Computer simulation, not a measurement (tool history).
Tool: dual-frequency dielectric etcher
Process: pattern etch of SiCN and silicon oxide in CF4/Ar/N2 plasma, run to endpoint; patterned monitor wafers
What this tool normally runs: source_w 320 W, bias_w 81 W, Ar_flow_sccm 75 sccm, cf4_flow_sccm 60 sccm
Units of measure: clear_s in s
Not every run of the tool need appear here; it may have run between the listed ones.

run    hour  source_w  bias_w  Ar_flow_sccm  cf4_flow_sccm  wafers since the last listed run  hours since the last wet clean  hours since the last source power generator calibration  hours since the last bias power generator calibration  hours since the last Ar flow controller change  hours since the last CF4 flow controller change  hours since the last upper electrode change  incoming incoming film thickness, nm  clear_s
  1       0       320      81            75             60                                 0                           423.1                                                   3290.7                                                 2244.7                                          3780.5                                           4820.9                                       4575.3                                 10.52     16.5
  2   103.2       320      81            75             60                              1484                           526.3                                                   3393.9                                                 2347.9                                          3883.7                                           4924.1                                       4678.5                                 10.49     16.4
      179.9  -- upper electrode replaced
      180.9  -- wet clean of the chamber
  3   181.4       320      69            75             53                               765                             0.5                                                   3472.1                                                 2426.1                                          3961.9                                           5002.3                                          1.5                                 10.53     17.1
  4   211.3       320      69            75             53                               430                            30.4                                                     3502                                                   2456                                          3991.8                                           5032.2                                         31.4                                 10.41     16.7
      282.1  -- source power generator calibrated
  5   312.8       320      81            75             60                              1402                           131.9                                                     30.7                                                 2557.5                                          4093.3                                           5133.7                                        132.9                                 10.51     15.7
  6   353.2       320      81            75             60                               581                           172.3                                                     71.1                                                 2597.9                                          4133.7                                           5174.1                                        173.3                                 10.52     16.1
      415.5  -- CF4 flow controller replaced
  7     416       380      81            75             67                               817                           235.1                                                    133.9                                                 2660.7                                          4196.5                                              0.5                                        236.1                                 10.48       13
      467.6  -- Ar flow controller replaced
  8     500       250      81            75             66                              1122                           319.1                                                    217.9                                                 2744.7                                            32.4                                             84.5                                        320.1                                 10.46     21.3
  9   599.9       380      73            84             45                              1437                             419                                                    317.8                                                 2844.6                                           132.3                                            184.4                                          420                                 10.48     14.8
      659.7  -- bias power generator calibrated
 10   675.4       320      69            75             53                              1028                           494.5                                                    393.3                                                   15.7                                           207.8                                            259.9                                        495.5                                  10.5     17.7
 11   760.2       320      81            64             67                              1219                           579.3                                                    478.1                                                  100.5                                           292.6                                            344.7                                        580.3                                 10.48     16.1
      827.9  -- wet clean of the chamber
 12   828.4       320      72            75             60                               635                             0.5                                                    546.3                                                  168.7                                           360.8                                            412.9                                        648.5                                 10.49     16.6
 13   880.1       370      73            57             73                               743                            52.2                                                      598                                                  220.4                                           412.5                                            464.6                                        700.2                                 10.54     13.4
 14     940       390      93            75             60                               861                           112.1                                                    657.9                                                  280.3                                           472.4                                            524.5                                        760.1                                 10.39       12
 15  1005.3       320      72            86             60                               939                           177.4                                                    723.2                                                  345.6                                           537.7                                            589.8                                        825.4                                 10.49     16.9
 16  1082.4       320      68            75             60                              1109                           254.5                                                    800.3                                                  422.7                                           614.8                                            666.9                                        902.5                                  10.6     17.5
 17    1129       320      81            75             60                               670                           301.1                                                    846.9                                                  469.3                                           661.4                                            713.5                                        949.1                                 10.44     16.2
 18  1197.9       350      68            75             60                               991                             370                                                    915.8                                                  538.2                                           730.3                                            782.4                                         1018                                 10.41     15.8
 19  1282.6       320      81            66             60                              1218                           454.7                                                   1000.5                                                  622.9                                             815                                            867.1                                       1102.7                                 10.53     16.3

Expected results for the next run?
 20  1320.8       320      93            75             50                               549                           492.9                                                   1038.7                                                  661.1                                           853.2                                            905.3                                       1140.9                                 10.57        ?

{"run 20": {"clear_s": 15.9}}
Were there no unlogged condition in the tool, this run, its random variation unchanged, would have produced clear_s 15.1 s.

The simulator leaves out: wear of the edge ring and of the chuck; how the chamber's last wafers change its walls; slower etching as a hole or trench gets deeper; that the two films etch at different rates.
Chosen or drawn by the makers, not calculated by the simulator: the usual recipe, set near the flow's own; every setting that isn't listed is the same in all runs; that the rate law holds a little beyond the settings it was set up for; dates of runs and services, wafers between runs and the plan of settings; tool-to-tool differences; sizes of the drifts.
